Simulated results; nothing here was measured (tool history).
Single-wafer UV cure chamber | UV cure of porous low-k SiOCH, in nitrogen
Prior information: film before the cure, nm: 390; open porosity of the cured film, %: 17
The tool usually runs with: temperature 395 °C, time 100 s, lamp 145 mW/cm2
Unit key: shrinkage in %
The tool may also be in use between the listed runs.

run   hour  temperature  time  lamp  wafers since the last listed run  hours since the UV bulbs were replaced  wafers since the quartz window was cleaned  shrinkage
  1      0          395   100   145                                 0                                  1743.2                                        4357      7.845
  2    8.7          395    55   145                                60                                  1751.9                                        4418      5.582
  3   40.1          395    55   145                               219                                  1783.3                                        4637      5.496
  4   51.6          388   100   130                                80                                  1794.8                                        4718      7.338
  5     69          388   100   130                               121                                  1812.2                                        4840      7.207
  6   81.6          388   100   130                                88                                  1824.8                                        4928       7.23
  7   89.2          395   100   145                                53                                  1832.4                                        4981      7.691
  8   96.1          395   100   145                                48                                  1839.3                                        5029      7.758
  9  103.5          395   100   145                                51                                  1846.7                                        5081      7.795
 10  111.7          402   100   110                                57                                  1854.9                                        5138      6.793
     119.9  -- quartz window cleaned
 11  126.2          395   100   145                                45                                  1869.4                                          44      8.568
 12  134.8          409   100   117                                60                                    1878                                         104      7.896
 13  147.3          414    70   180                                87                                  1890.5                                         191       8.34
     165.5  -- UV bulbs replaced
 14    166          395   140   145                                74                                     0.5                                         266      9.954
 15  179.5          395    70   185                                94                                      14                                         361      8.125
 16    192          384    60   145                                87                                    26.5                                         448      6.406
 17  208.1          395   125   183                               112                                    42.6                                         561     10.484
 18  218.2          395    55   125                                70                                    52.7                                         631      5.683

List, for all runs, the conditions of the tool that the log does not record:
lamp output below its setpoint, %: 0 in every run
H1: transmission lost against a clean window, %
run    H1
  1  19.4
  2  19.7
  3  20.6
  4    21
  5  21.5
  6  21.9
  7  22.1
  8  22.4
  9  22.6
 10  22.8
 11   2.2
 12  2.47
 13  2.85
 14  3.43
 15  3.85
 16  4.23
 17  4.73
 18  5.04
